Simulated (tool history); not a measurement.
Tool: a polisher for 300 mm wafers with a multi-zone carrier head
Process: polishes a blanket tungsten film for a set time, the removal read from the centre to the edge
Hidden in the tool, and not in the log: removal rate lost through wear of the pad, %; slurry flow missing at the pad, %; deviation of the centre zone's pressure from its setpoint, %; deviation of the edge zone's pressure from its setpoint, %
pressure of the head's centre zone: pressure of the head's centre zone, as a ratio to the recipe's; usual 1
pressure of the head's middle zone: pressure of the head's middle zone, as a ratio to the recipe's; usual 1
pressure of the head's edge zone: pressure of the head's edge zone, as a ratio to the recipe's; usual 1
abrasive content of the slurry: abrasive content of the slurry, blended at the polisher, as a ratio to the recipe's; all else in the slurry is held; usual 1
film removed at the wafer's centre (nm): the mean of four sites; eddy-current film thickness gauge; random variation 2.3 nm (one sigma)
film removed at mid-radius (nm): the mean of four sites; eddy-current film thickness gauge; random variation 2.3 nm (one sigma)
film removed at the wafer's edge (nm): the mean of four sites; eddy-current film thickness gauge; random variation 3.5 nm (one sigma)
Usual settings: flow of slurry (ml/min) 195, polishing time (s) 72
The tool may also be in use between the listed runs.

| run | hour | flow of slurry (ml/min) | pressure of the head's centre zone | pressure of the head's middle zone | pressure of the head's edge zone | abrasive content of the slurry | polishing time (s) | wafers since the last listed run | wafers polished on this pad | hours since the slurry nozzle was cleaned | hours since the centre zone pressure was calibrated | hours since the edge zone pressure was calibrated | hours since the carrier head's membrane was replaced | incoming thickness of the incoming film, nm | film removed at the wafer's centre (nm) | film removed at mid-radius (nm) | film removed at the wafer's edge (nm) |
|---|---|---|---|---|---|---|---|---|---|---|---|---|---|---|---|---|---|
| 1 | 0 | 225 | 1 | 1 | 1 | 1 | 72 | 0 | 1039 | 218.9 | 211.5 | 354 | 929.6 | 792.8 | 220.9 | 228.6 | 215.3 |
| 2 | 6.8 | 225 | 1 | 1 | 1 | 1 | 72 | 69 | 1109 | 225.7 | 218.3 | 360.8 | 936.4 | 775.8 | 221 | 227 | 216.2 |
| 3 | 16.1 | 225 | 1 | 1 | 1 | 1 | 72 | 95 | 1205 | 235 | 227.6 | 370.1 | 945.7 | 785 | 221.3 | 226.3 | 216.3 |
|  | 22.1 | worn pad replaced by a new one |
| 4 | 28.9 | 195 | 1 | 1 | 1 | 1 | 72 | 90 | 70 | 247.8 | 240.4 | 382.9 | 958.5 | 789.2 | 237.9 | 243.6 | 228.8 |
| 5 | 37.9 | 195 | 1 | 1 | 1 | 1 | 72 | 92 | 162 | 256.8 | 249.4 | 391.9 | 967.5 | 774.5 | 239.4 | 244.4 | 221.4 |
|  | 44.2 | slurry nozzle cleaned |
| 6 | 49.7 | 195 | 1 | 1 | 1 | 1 | 72 | 111 | 273 | 5.5 | 261.2 | 403.7 | 979.3 | 783.5 | 235.4 | 240.1 | 223.8 |
| 7 | 66.1 | 195 | 1 | 1 | 1 | 1 | 72 | 168 | 442 | 21.9 | 277.6 | 420.1 | 995.7 | 782.4 | 228.4 | 235.3 | 225.5 |
| 8 | 82.7 | 195 | 1 | 1 | 1 | 1 | 72 | 170 | 613 | 38.5 | 294.2 | 436.7 | 1012.3 | 771.5 | 224.5 | 230.4 | 216.5 |
| 9 | 94.5 | 195 | 1 | 1 | 1 | 1 | 72 | 121 | 734 | 50.3 | 306 | 448.5 | 1024.1 | 795.6 | 224.3 | 231.3 | 216 |
| 10 | 109.9 | 145 | 1 | 1.05 | 1 | 1 | 72 | 158 | 893 | 65.7 | 321.4 | 463.9 | 1039.5 | 779.4 | 206 | 223.3 | 199.7 |
| 11 | 120.5 | 195 | 1 | 1 | 1 | 1 | 72 | 109 | 1002 | 76.3 | 332 | 474.5 | 1050.1 | 773.9 | 214.1 | 225.9 | 218.2 |

The next listed run, before its measurement:
|  | 126.4 | centre zone pressure recalibrated |
|  | 136.9 | worn pad replaced by a new one |
| 12 | 137.4 | 195 | 1 | 1 | 1 | 1.3 | 59 | 112 | 4 | 93.2 | 11 | 491.4 | 1067 | 775.2 | ? | ? | ? |

Run 12 gave film removed at the wafer's centre (nm) 199.7, film removed at mid-radius (nm) 206.5, film removed at the wafer's edge (nm) 197.
Without the tool's hidden state the same run would have given film removed at the wafer's centre (nm) 203.8, film removed at mid-radius (nm) 210.7, film removed at the wafer's edge (nm) 201.

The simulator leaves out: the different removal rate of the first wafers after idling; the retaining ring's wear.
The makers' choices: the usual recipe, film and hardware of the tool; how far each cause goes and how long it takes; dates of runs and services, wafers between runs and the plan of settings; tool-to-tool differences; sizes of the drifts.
